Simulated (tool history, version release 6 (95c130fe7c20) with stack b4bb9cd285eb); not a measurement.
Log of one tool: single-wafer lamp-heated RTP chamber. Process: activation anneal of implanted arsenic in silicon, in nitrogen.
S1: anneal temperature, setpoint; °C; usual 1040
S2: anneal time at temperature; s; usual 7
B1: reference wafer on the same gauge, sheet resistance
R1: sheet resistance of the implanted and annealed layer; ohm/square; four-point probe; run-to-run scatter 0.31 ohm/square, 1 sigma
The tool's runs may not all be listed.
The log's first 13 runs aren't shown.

run 14 hour=645.3 | S1=1020 S2=7 | B1=154.92 | R1=139.71
run 15 hour=696.9 | S1=1040 S2=7 | B1=154.97 | R1=136.19
run 16 hour=737.5 | S1=1058 S2=11 | B1=154.97 | R1=131.72
run 17 hour=789.4 | S1=1040 S2=7 | B1=155.01 | R1=135.98
run 18 hour=830.7 | S1=1027 S2=9 | B1=154.93 | R1=136.62
-- hour=833.5 gauge calibrated
run 19 hour=882.6 | S1=1030 S2=9 | B1=155.00 | R1=135.78
-- hour=894.6 reflector plate cleaned
-- hour=917.1 pyrometer window cleaned and pyrometer calibrated
run 20 hour=917.6 | S1=1032 S2=11 | B1=155.01 | R1=135.08
run 21 hour=972.0 | S1=1030 S2=9 | B1=154.98 | R1=136.10
run 22 hour=997.6 | S1=1040 S2=7 | B1=154.97 | R1=136.59
run 23 hour=1190.2 | S1=1068 S2=6 | B1=154.94 | R1=133.26
-- hour=1211.4 pyrometer window cleaned and pyrometer calibrated
run 24 hour=1235.8 | S1=1040 S2=10 | B1=155.06 | R1=134.47
run 25 hour=1261.8 | S1=1040 S2=9 | B1=155.05 | R1=134.48
run 26 hour=1303.7 | S1=1055 S2=5 | B1=154.95 | R1=136.52
-- hour=1353.5 reflector plate cleaned
run 27 hour=1385.0 | S1=1040 S2=8 | B1=154.97 | R1=135.75
run 28 hour=1448.4 | S1=1028 S2=5 | B1=154.97 | R1=140.60
-- hour=1486.4 pyrometer window cleaned and pyrometer calibrated
run 29 hour=1486.9 | S1=1030 S2=5 | B1=155.04 | R1=139.88
run 30 hour=1540.1 | S1=1011 S2=4 | B1=154.95 | R1=144.91

4 options for the next run, each taken on its own from the tool as it stands now. Forecast them:
run A hour=1540.5 | S1=1040 S2=7 | B1=? | R1=?
run B hour=1540.5 | S1=1026 S2=10 | B1=? | R1=?
run C hour=1540.5 | S1=1048 S2=11 | B1=? | R1=?
run D hour=1540.5 | S1=1022 S2=3 | B1=? | R1=?

run=A B1=154.95 R1=136.22
run=B B1=154.95 R1=135.99
run=C B1=154.95 R1=132.58
run=D B1=154.95 R1=144.88
What these runs would have given with no unlogged condition in the tool:
run=A R1=136.58
run=B R1=136.37
run=C R1=132.93
run=D R1=145.48
